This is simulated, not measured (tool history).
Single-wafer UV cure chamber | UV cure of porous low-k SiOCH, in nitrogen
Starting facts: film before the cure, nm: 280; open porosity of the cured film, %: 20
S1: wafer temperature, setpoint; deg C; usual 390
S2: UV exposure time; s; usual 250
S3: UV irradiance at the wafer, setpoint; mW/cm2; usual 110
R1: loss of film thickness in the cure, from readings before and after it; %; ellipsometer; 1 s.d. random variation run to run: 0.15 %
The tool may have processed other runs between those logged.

run    hour   S1   S2   S3      R1
  1       0  390  250  110  13.503
  2    74.2  390  250  110  13.416
      147.3  -- quartz window cleaned
  3   165.5  390  250  110  13.004
  4   265.4  390  250  110  12.911
  5   336.4  390  250  110  13.065
  6   416.8  390  250  110  13.177
  7   523.5  390  250  110  13.154
  8   604.8  403  290  110   13.95
        683  -- quartz window cleaned
  9   683.5  403  290  110  13.806
 10   777.2  390  250  110  12.551
 11   828.9  390  250  110  12.685
 12   930.3  390  250  110  12.323
 13   985.7  382  145  110   9.703
 14  1053.3  382  145  110   9.583
 15    1121  390  250  110  12.196
       1205  -- quartz window cleaned
 16  1205.5  382  250  110  11.637
 17  1293.6  382  250  110  11.634

Run 18, settings as shown, results not yet in. Your forecast:
 18  1390.2  390  250  110   ?

{"run 18": {"R1": 11.52}}
On a tool with no hidden condition, and with the same random variation, this run would have come out at R1 13.339 %.
